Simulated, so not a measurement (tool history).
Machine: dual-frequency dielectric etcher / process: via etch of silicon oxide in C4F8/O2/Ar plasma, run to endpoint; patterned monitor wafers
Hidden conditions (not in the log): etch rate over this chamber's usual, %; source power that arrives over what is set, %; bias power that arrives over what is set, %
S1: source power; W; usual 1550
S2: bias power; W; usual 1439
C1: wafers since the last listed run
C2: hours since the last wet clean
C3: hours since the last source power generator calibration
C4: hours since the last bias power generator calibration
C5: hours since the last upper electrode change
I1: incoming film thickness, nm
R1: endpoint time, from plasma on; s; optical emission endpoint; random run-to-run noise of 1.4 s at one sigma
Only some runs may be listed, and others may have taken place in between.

{"run": 1, "hour": 0.0, "S1": 1550, "S2": 1439, "C1": 0, "C2": 422.1, "C3": 1042.1, "C4": 1927.3, "C5": 3000.9, "I1": 1053.2, "R1": 258.3}
{"run": 2, "hour": 65.7, "S1": 1550, "S2": 1439, "C1": 490, "C2": 487.8, "C3": 1107.8, "C4": 1993.0, "C5": 3066.6, "I1": 1045.5, "R1": 256.6}
{"run": 3, "hour": 125.3, "S1": 1550, "S2": 1439, "C1": 444, "C2": 547.4, "C3": 1167.4, "C4": 2052.6, "C5": 3126.2, "I1": 1065.6, "R1": 260.4}
{"hour": 186.3, "done": "wet clean of the chamber"}
{"run": 4, "hour": 186.8, "S1": 1550, "S2": 1724, "C1": 279, "C2": 0.5, "C3": 1228.9, "C4": 2114.1, "C5": 3187.7, "I1": 1053.4, "R1": 245.1}
{"run": 5, "hour": 258.5, "S1": 1550, "S2": 1724, "C1": 534, "C2": 72.2, "C3": 1300.6, "C4": 2185.8, "C5": 3259.4, "I1": 1059.7, "R1": 248.6}
{"run": 6, "hour": 349.8, "S1": 1550, "S2": 1724, "C1": 681, "C2": 163.5, "C3": 1391.9, "C4": 2277.1, "C5": 3350.7, "I1": 1044.4, "R1": 247.6}
{"hour": 367.2, "done": "source power generator calibrated"}
{"run": 7, "hour": 392.4, "S1": 1790, "S2": 1439, "C1": 287, "C2": 206.1, "C3": 25.2, "C4": 2319.7, "C5": 3393.3, "I1": 1048.9, "R1": 229.3}
{"run": 8, "hour": 475.6, "S1": 1790, "S2": 1439, "C1": 620, "C2": 289.3, "C3": 108.4, "C4": 2402.9, "C5": 3476.5, "I1": 1057.0, "R1": 232.3}
{"run": 9, "hour": 552.1, "S1": 1550, "S2": 1439, "C1": 570, "C2": 365.8, "C3": 184.9, "C4": 2479.4, "C5": 3553.0, "I1": 1068.7, "R1": 255.5}
{"run": 10, "hour": 641.6, "S1": 1550, "S2": 1439, "C1": 667, "C2": 455.3, "C3": 274.4, "C4": 2568.9, "C5": 3642.5, "I1": 1079.5, "R1": 260.0}
{"run": 11, "hour": 679.9, "S1": 1550, "S2": 1439, "C1": 285, "C2": 493.6, "C3": 312.7, "C4": 2607.2, "C5": 3680.8, "I1": 1073.5, "R1": 258.4}
{"run": 12, "hour": 768.1, "S1": 1550, "S2": 1439, "C1": 658, "C2": 581.8, "C3": 400.9, "C4": 2695.4, "C5": 3769.0, "I1": 1060.9, "R1": 253.4}
{"hour": 816.7, "done": "wet clean of the chamber"}
{"hour": 895.7, "done": "upper electrode replaced"}
{"run": 13, "hour": 1075.4, "S1": 1550, "S2": 1344, "C1": 1934, "C2": 258.7, "C3": 708.2, "C4": 3002.7, "C5": 179.7, "I1": 1059.7, "R1": 262.9}
{"run": 14, "hour": 1142.9, "S1": 1550, "S2": 1344, "C1": 503, "C2": 326.2, "C3": 775.7, "C4": 3070.2, "C5": 247.2, "I1": 1056.5, "R1": 260.3}
{"run": 15, "hour": 1249.2, "S1": 1320, "S2": 1439, "C1": 793, "C2": 432.5, "C3": 882.0, "C4": 3176.5, "C5": 353.5, "I1": 1050.3, "R1": 285.2}
{"run": 16, "hour": 1315.0, "S1": 1840, "S2": 1131, "C1": 490, "C2": 498.3, "C3": 947.8, "C4": 3242.3, "C5": 419.3, "I1": 1045.9, "R1": 244.2}
{"hour": 1365.6, "done": "wet clean of the chamber"}
{"run": 17, "hour": 1416.4, "S1": 1550, "S2": 1439, "C1": 577, "C2": 50.8, "C3": 1049.2, "C4": 3343.7, "C5": 520.7, "I1": 1053.5, "R1": 259.3}
{"run": 18, "hour": 1473.0, "S1": 1550, "S2": 1439, "C1": 422, "C2": 107.4, "C3": 1105.8, "C4": 3400.3, "C5": 577.3, "I1": 1053.4, "R1": 256.9}
{"run": 19, "hour": 1568.4, "S1": 1810, "S2": 1153, "C1": 711, "C2": 202.8, "C3": 1201.2, "C4": 3495.7, "C5": 672.7, "I1": 1051.3, "R1": 247.3}
{"run": 20, "hour": 1652.1, "S1": 1740, "S2": 1313, "C1": 624, "C2": 286.5, "C3": 1284.9, "C4": 3579.4, "C5": 756.4, "I1": 1058.3, "R1": 249.5}
{"hour": 1765.7, "done": "source power generator calibrated"}
{"run": 21, "hour": 1779.5, "S1": 1550, "S2": 1439, "C1": 920, "C2": 413.9, "C3": 13.8, "C4": 3706.8, "C5": 883.8, "I1": 1051.9, "R1": 254.6}
{"run": 22, "hour": 1823.2, "S1": 1250, "S2": 1153, "C1": 326, "C2": 457.6, "C3": 57.5, "C4": 3750.5, "C5": 927.5, "I1": 1051.8, "R1": 318.9}
{"run": 23, "hour": 1860.8, "S1": 1550, "S2": 1439, "C1": 280, "C2": 495.2, "C3": 95.1, "C4": 3788.1, "C5": 965.1, "I1": 1054.4, "R1": 256.5}
{"run": 24, "hour": 1912.8, "S1": 1200, "S2": 1439, "C1": 387, "C2": 547.2, "C3": 147.1, "C4": 3840.1, "C5": 1017.1, "I1": 1054.4, "R1": 305.0}
{"hour": 1953.7, "done": "bias power generator calibrated"}
{"hour": 1988.7, "done": "wet clean of the chamber"}
{"run": 25, "hour": 1989.2, "S1": 1860, "S2": 1695, "C1": 361, "C2": 0.5, "C3": 223.5, "C4": 35.5, "C5": 1093.5, "I1": 1062.6, "R1": 220.1}
{"run": 26, "hour": 2064.3, "S1": 1740, "S2": 1229, "C1": 560, "C2": 75.6, "C3": 298.6, "C4": 110.6, "C5": 1168.6, "I1": 1056.3, "R1": 249.5}
{"run": 27, "hour": 2115.8, "S1": 1670, "S2": 1439, "C1": 384, "C2": 127.1, "C3": 350.1, "C4": 162.1, "C5": 1220.1, "I1": 1057.1, "R1": 243.8}
{"run": 28, "hour": 2221.1, "S1": 1830, "S2": 1721, "C1": 785, "C2": 232.4, "C3": 455.4, "C4": 267.4, "C5": 1325.4, "I1": 1061.3, "R1": 221.1}
{"run": 29, "hour": 2305.3, "S1": 1550, "S2": 1439, "C1": 628, "C2": 316.6, "C3": 539.6, "C4": 351.6, "C5": 1409.6, "I1": 1066.3, "R1": 258.9}
{"run": 30, "hour": 2394.2, "S1": 1680, "S2": 1439, "C1": 663, "C2": 405.5, "C3": 628.5, "C4": 440.5, "C5": 1498.5, "I1": 1056.2, "R1": 244.1}
{"run": 31, "hour": 2452.2, "S1": 1450, "S2": 1764, "C1": 432, "C2": 463.5, "C3": 686.5, "C4": 498.5, "C5": 1556.5, "I1": 1050.8, "R1": 252.6}
{"run": 32, "hour": 2513.4, "S1": 1380, "S2": 1596, "C1": 456, "C2": 524.7, "C3": 747.7, "C4": 559.7, "C5": 1617.7, "I1": 1064.0, "R1": 271.4}
{"hour": 2617.8, "done": "wet clean of the chamber"}
{"run": 33, "hour": 2618.3, "S1": 1200, "S2": 1656, "C1": 603, "C2": 0.5, "C3": 852.6, "C4": 664.6, "C5": 1722.6, "I1": 1059.8, "R1": 297.2}
{"run": 34, "hour": 2654.0, "S1": 1740, "S2": 1151, "C1": 266, "C2": 36.2, "C3": 888.3, "C4": 700.3, "C5": 1758.3, "I1": 1055.7, "R1": 257.4}

5 ways to go on from here, each from the tool as it stands after run 34. What would each give?
{"run": "A", "hour": 2654.5, "S1": 1550, "S2": 1439, "C1": 3, "C2": 36.7, "C3": 888.8, "C4": 700.8, "C5": 1758.8, "I1": 1060.9, "R1": "?"}
{"run": "B", "hour": 2654.5, "S1": 1790, "S2": 1682, "C1": 3, "C2": 36.7, "C3": 888.8, "C4": 700.8, "C5": 1758.8, "I1": 1060.9, "R1": "?"}
{"run": "C", "hour": 2654.5, "S1": 1750, "S2": 1439, "C1": 3, "C2": 36.7, "C3": 888.8, "C4": 700.8, "C5": 1758.8, "I1": 1060.9, "R1": "?"}
{"run": "D", "hour": 2654.5, "S1": 1260, "S2": 1703, "C1": 3, "C2": 36.7, "C3": 888.8, "C4": 700.8, "C5": 1758.8, "I1": 1060.9, "R1": "?"}
{"run": "E", "hour": 2654.5, "S1": 1390, "S2": 1553, "C1": 3, "C2": 36.7, "C3": 888.8, "C4": 700.8, "C5": 1758.8, "I1": 1060.9, "R1": "?"}

run=A R1=260.2
run=B R1=226.9
run=C R1=241.1
run=D R1=284.8
run=E R1=273.4
The same runs, with their run-to-run variation unchanged, on a tool lacking any hidden condition would have given:
run=A R1=257.1
run=B R1=224.3
run=C R1=238.2
run=D R1=281.5
run=E R1=270.2
